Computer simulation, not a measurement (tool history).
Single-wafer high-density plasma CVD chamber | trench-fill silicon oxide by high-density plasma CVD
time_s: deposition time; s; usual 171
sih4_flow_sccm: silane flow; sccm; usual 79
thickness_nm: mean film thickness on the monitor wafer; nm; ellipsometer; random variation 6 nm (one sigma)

| run | hour | time_s | sih4_flow_sccm | wafers since the last listed run | hours since the silane flow controller was replaced | hours since the gauge calibration | read-back reference wafer on the same gauge, thickness_nm | thickness_nm |
|---|---|---|---|---|---|---|---|---|
| 1 | 0 | 171 | 79 | 0 | 3627 | 453.2 | 1381.268 | 1321.833 |
| 2 | 95.3 | 171 | 79 | 860 | 3722.3 | 548.5 | 1379.976 | 1309.464 |
| 3 | 186 | 171 | 79 | 818 | 3813 | 639.2 | 1379.689 | 1308.7 |
| 4 | 239.6 | 171 | 79 | 483 | 3866.6 | 692.8 | 1378.332 | 1315.302 |
| 5 | 280.2 | 171 | 79 | 366 | 3907.2 | 733.4 | 1381.043 | 1308.71 |
| 6 | 364.6 | 171 | 71 | 761 | 3991.6 | 817.8 | 1380.658 | 1181.623 |
| 7 | 462.5 | 171 | 71 | 883 | 4089.5 | 915.7 | 1380.388 | 1182.272 |
| 8 | 522.5 | 171 | 71 | 541 | 4149.5 | 975.7 | 1380.048 | 1182.438 |
|  | 523.2 | gauge calibrated |
| 9 | 630.4 | 171 | 79 | 973 | 4257.4 | 107.2 | 1379.917 | 1322.162 |
| 10 | 718.4 | 141 | 73 | 794 | 4345.4 | 195.2 | 1379.588 | 993.365 |

Forecast run 11:
| 11 | 806.1 | 138 | 79 | 791 | 4433.1 | 282.9 | ? | ? |

{"run 11": {"read-back reference wafer on the same gauge, thickness_nm": 1379.041, "thickness_nm": 1055.022}}
Without the tool's hidden state the same run would have given thickness_nm 1055.022 nm.

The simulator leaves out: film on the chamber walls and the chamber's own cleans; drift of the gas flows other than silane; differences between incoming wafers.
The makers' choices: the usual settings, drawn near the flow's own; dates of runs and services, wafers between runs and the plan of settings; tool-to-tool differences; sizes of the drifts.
